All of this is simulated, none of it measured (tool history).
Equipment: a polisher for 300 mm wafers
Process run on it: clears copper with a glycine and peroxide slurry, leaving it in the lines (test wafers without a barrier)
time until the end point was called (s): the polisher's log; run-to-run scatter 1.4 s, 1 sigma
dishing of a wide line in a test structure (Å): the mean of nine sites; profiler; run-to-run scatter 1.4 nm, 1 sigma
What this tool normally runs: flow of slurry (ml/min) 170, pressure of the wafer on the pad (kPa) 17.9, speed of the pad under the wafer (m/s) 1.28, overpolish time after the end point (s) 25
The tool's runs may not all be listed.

run,day,flow of slurry (ml/min),pressure of the wafer on the pad (kPa),speed of the pad under the wafer (m/s),overpolish time after the end point (s),"incoming thickness of the incoming film, nm",time until the end point was called (s),dishing of a wide line in a test structure (Å)
1,0,170,17.9,1.28,25,556.1,95.4,614
2,0.654,170,17.9,1.28,25,551.4,95.8,627
3,1.829,170,17.9,1.28,25,543.4,92.5,606
4,2.579,170,17.9,1.16,25,555.9,103.1,578
# day 3.138: worn pad replaced by a new one
5,3.633,170,17.9,1.28,25,559.9,96.6,598
6,5.083,170,17.9,1.28,25,541.1,95,596
7,5.817,170,14.5,1.28,25,549.8,112.2,521
8,6.542,170,17.9,1.28,25,552.9,96.2,583
9,8,170,17.9,1.28,25,554.9,99,605
10,8.888,170,17.9,1.28,25,548.2,97,585
11,10.308,170,17.9,1.28,25,557.1,98.9,604
# day 10.779: worn pad replaced by a new one
12,11.283,170,17.9,1.28,25,561.3,101.9,619
13,11.804,170,17.9,1.28,25,544,97.2,594
14,12.904,190,17.9,1.28,15,550.4,98.5,452
15,14.371,190,17.9,1.28,15,548.6,99,441
16,15.646,190,17.9,1.28,15,544.8,98.9,450
17,16.521,195,17.9,1.28,13,559.9,99.5,405
18,17.046,170,17.9,1.16,20,556.8,108.9,529
# day 17.254: worn pad replaced by a new one
# day 19.542: slurry nozzle cleaned
19,20.346,130,14.5,0.9,16,546.7,159.8,349
# day 21.346: head pressure recalibrated
20,21.775,170,17.9,1.62,32,548.2,77.4,717
21,23.033,170,17.9,1.06,25,545.3,104.6,588
22,24.096,140,17.9,0.9,17,555.5,120,433
# day 24.8: worn pad replaced by a new one
23,24.821,170,15.9,1.28,13,556.4,103.2,407
24,25.588,170,13.1,1.7,25,554.3,101.2,595
25,26.271,170,17.9,1.28,19,549.3,93,521
26,27.033,170,17.9,1.28,25,556.9,94.4,616
27,27.967,170,17.9,1.28,25,550.2,93.9,608
28,29.392,195,23.4,1.5,25,541,63.4,702

Run 29, settings as shown, results not yet in. Your forecast:
29,30.675,170,17.9,1.28,25,555.2,?,?

time until the end point was called (s): 95.2
dishing of a wide line in a test structure (Å): 594
Had the tool carried no hidden state, the very same run would have given time until the end point was called (s) 92.2, dishing of a wide line in a test structure (Å) 603.
